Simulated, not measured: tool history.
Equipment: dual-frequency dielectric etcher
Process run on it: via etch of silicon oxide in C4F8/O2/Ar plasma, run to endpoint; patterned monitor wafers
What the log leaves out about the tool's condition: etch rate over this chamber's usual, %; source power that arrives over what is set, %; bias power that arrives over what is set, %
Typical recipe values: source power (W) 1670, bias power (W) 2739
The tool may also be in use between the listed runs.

| run | hour | source power (W) | bias power (W) | wafers since the last listed run | hours since the last wet clean | hours since the last source power generator calibration | hours since the last bias power generator calibration | hours since the last upper electrode change | incoming incoming film thickness, nm | endpoint time (s) |
|---|---|---|---|---|---|---|---|---|---|---|
| 1 | 0.0 | 1670 | 2739 | 0 | 215.1 | 4554.7 | 3130.4 | 5062.1 | 1399.1 | 275.3 |
| 2 | 9.5 | 1670 | 2739 | 57 | 224.6 | 4564.2 | 3139.9 | 5071.6 | 1390.9 | 277.2 |
| 3 | 24.5 | 1670 | 2739 | 91 | 239.6 | 4579.2 | 3154.9 | 5086.6 | 1412.7 | 281.1 |
| 4 | 42.0 | 1670 | 2739 | 106 | 257.1 | 4596.7 | 3172.4 | 5104.1 | 1399.4 | 277.3 |
| 5 | 56.4 | 1490 | 2739 | 87 | 271.5 | 4611.1 | 3186.8 | 5118.5 | 1400.1 | 285.9 |
| 6 | 71.3 | 2000 | 2455 | 90 | 286.4 | 4626.0 | 3201.7 | 5133.4 | 1405.6 | 276.6 |
| 7 | 83.3 | 1670 | 2739 | 73 | 298.4 | 4638.0 | 3213.7 | 5145.4 | 1399.1 | 281.0 |
| 8 | 97.6 | 1670 | 2739 | 87 | 312.7 | 4652.3 | 3228.0 | 5159.7 | 1412.6 | 281.5 |
| 9 | 110.2 | 1670 | 2739 | 76 | 325.3 | 4664.9 | 3240.6 | 5172.3 | 1389.5 | 277.8 |
| 10 | 117.2 | 1670 | 2739 | 42 | 332.3 | 4671.9 | 3247.6 | 5179.3 | 1409.7 | 280.6 |
|  | 129.9 | bias power generator calibrated |
| 11 | 132.1 | 1670 | 2739 | 66 | 347.2 | 4686.8 | 2.2 | 5194.2 | 1400.7 | 283.3 |
| 12 | 168.2 | 1670 | 2739 | 219 | 383.3 | 4722.9 | 38.3 | 5230.3 | 1405.2 | 284.0 |
|  | 187.6 | source power generator calibrated |
|  | 193.1 | upper electrode replaced, of another model than before |
| 13 | 193.6 | 1990 | 3252 | 97 | 408.7 | 6.0 | 63.7 | 0.5 | 1409.4 | 269.2 |
| 14 | 194.0 | 1980 | 2739 | 2 | 409.1 | 6.4 | 64.1 | 0.9 | 1399.3 | 275.3 |
|  | 223.6 | wet clean of the chamber |
| 15 | 224.1 | 1350 | 2739 | 37 | 0.5 | 36.5 | 94.2 | 31.0 | 1398.6 | 284.1 |
| 16 | 224.5 | 1270 | 3119 | 2 | 0.9 | 36.9 | 94.6 | 31.4 | 1398.0 | 279.4 |
| 17 | 232.1 | 1310 | 2989 | 46 | 8.5 | 44.5 | 102.2 | 39.0 | 1404.6 | 280.7 |
| 18 | 244.9 | 1360 | 2530 | 77 | 21.3 | 57.3 | 115.0 | 51.8 | 1394.8 | 284.9 |
| 19 | 251.0 | 1670 | 3220 | 37 | 27.4 | 63.4 | 121.1 | 57.9 | 1400.7 | 269.3 |
| 20 | 263.4 | 1800 | 3163 | 75 | 39.8 | 75.8 | 133.5 | 70.3 | 1401.9 | 264.7 |
| 21 | 271.1 | 1670 | 2739 | 46 | 47.5 | 83.5 | 141.2 | 78.0 | 1397.9 | 276.5 |
| 22 | 284.1 | 1670 | 3071 | 79 | 60.5 | 96.5 | 154.2 | 91.0 | 1385.5 | 269.8 |
| 23 | 293.4 | 1670 | 2913 | 56 | 69.8 | 105.8 | 163.5 | 100.3 | 1399.1 | 274.6 |
| 24 | 303.9 | 1790 | 3410 | 63 | 80.3 | 116.3 | 174.0 | 110.8 | 1396.5 | 266.5 |
| 25 | 310.6 | 1670 | 2739 | 40 | 87.0 | 123.0 | 180.7 | 117.5 | 1410.1 | 279.0 |
| 26 | 317.7 | 1450 | 2307 | 43 | 94.1 | 130.1 | 187.8 | 124.6 | 1387.9 | 287.1 |
| 27 | 324.9 | 1280 | 3189 | 43 | 101.3 | 137.3 | 195.0 | 131.8 | 1404.0 | 282.6 |
| 28 | 337.3 | 1380 | 2188 | 75 | 113.7 | 149.7 | 207.4 | 144.2 | 1404.4 | 298.8 |
| 29 | 353.8 | 1670 | 2739 | 100 | 130.2 | 166.2 | 223.9 | 160.7 | 1386.7 | 277.6 |
| 30 | 371.1 | 2090 | 2341 | 105 | 147.5 | 183.5 | 241.2 | 178.0 | 1388.8 | 272.9 |
| 31 | 385.8 | 1670 | 2739 | 89 | 162.2 | 198.2 | 255.9 | 192.7 | 1397.6 | 279.5 |
| 32 | 396.6 | 1310 | 2363 | 65 | 173.0 | 209.0 | 266.7 | 203.5 | 1411.1 | 298.1 |
| 33 | 414.0 | 1490 | 2339 | 106 | 190.4 | 226.4 | 284.1 | 220.9 | 1399.5 | 292.4 |
| 34 | 427.2 | 1670 | 2440 | 80 | 203.6 | 239.6 | 297.3 | 234.1 | 1391.0 | 284.3 |
| 35 | 445.0 | 1670 | 2739 | 108 | 221.4 | 257.4 | 315.1 | 251.9 | 1391.1 | 280.1 |
| 36 | 452.3 | 1280 | 2099 | 44 | 228.7 | 264.7 | 322.4 | 259.2 | 1395.7 | 302.7 |

Results per run with the tool's hidden condition removed, run-to-run variation unchanged:
| run | endpoint time (s) |
|---|---|
| 1 | 270.5 |
| 2 | 272.1 |
| 3 | 275.6 |
| 4 | 271.5 |
| 5 | 279.4 |
| 6 | 270.0 |
| 7 | 274.0 |
| 8 | 274.1 |
| 9 | 270.2 |
| 10 | 272.7 |
| 11 | 275.0 |
| 12 | 274.7 |
| 13 | 259.8 |
| 14 | 265.7 |
| 15 | 281.0 |
| 16 | 276.4 |
| 17 | 277.5 |
| 18 | 281.4 |
| 19 | 265.7 |
| 20 | 260.9 |
| 21 | 272.4 |
| 22 | 265.4 |
| 23 | 269.9 |
| 24 | 261.8 |
| 25 | 273.8 |
| 26 | 281.6 |
| 27 | 277.0 |
| 28 | 292.5 |
| 29 | 271.3 |
| 30 | 266.3 |
| 31 | 272.4 |
| 32 | 290.2 |
| 33 | 284.2 |
| 34 | 276.0 |
| 35 | 271.4 |
| 36 | 293.2 |
